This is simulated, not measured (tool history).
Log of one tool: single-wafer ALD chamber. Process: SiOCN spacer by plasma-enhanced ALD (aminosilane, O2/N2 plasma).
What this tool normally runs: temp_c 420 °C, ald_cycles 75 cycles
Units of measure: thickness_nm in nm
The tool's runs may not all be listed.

run	day	temp_c	ald_cycles	read-back reference wafer on the same gauge, thickness_nm	thickness_nm
1	0	420	75	4.919	4.211
2	0.292	420	82	4.921	4.593
3	0.55	420	75	4.918	4.203
4	1.046	420	75	4.92	4.197
5	1.346	420	75	4.92	4.186
6	1.658	420	75	4.919	4.202
7	1.921	420	75	4.917	4.208
8	3.279	420	75	4.922	4.208
# day 3.796: thermocouple changed; heater temperature recalibrated
9	3.817	431	75	4.919	4.014
10	4.033	435	71	4.919	3.754
11	4.4	420	81	4.918	4.54
12	4.925	420	89	4.922	4.983
13	5.412	406	75	4.917	4.425
# day 5.608: gauge calibrated
14	6.104	420	71	4.919	3.984
15	6.825	420	81	4.923	4.542
16	7.483	411	89	4.921	5.129
17	8.054	406	75	4.92	4.428
18	8.317	411	89	4.921	5.136

Forecast each of these 5 alternatives for the next run:
A	8.338	420	75	?	?
B	8.338	406	88	?	?
C	8.338	414	89	?	?
D	8.338	407	67	?	?
E	8.338	430	80	?	?

run	read-back reference wafer on the same gauge, thickness_nm	thickness_nm
A	4.916	4.202
B	4.916	5.182
C	4.916	5.096
D	4.916	3.932
E	4.916	4.319
The same runs, with their run-to-run variation unchanged, on a tool lacking any hidden condition would have given:
run	thickness_nm
A	4.202
B	5.182
C	5.096
D	3.932
E	4.319

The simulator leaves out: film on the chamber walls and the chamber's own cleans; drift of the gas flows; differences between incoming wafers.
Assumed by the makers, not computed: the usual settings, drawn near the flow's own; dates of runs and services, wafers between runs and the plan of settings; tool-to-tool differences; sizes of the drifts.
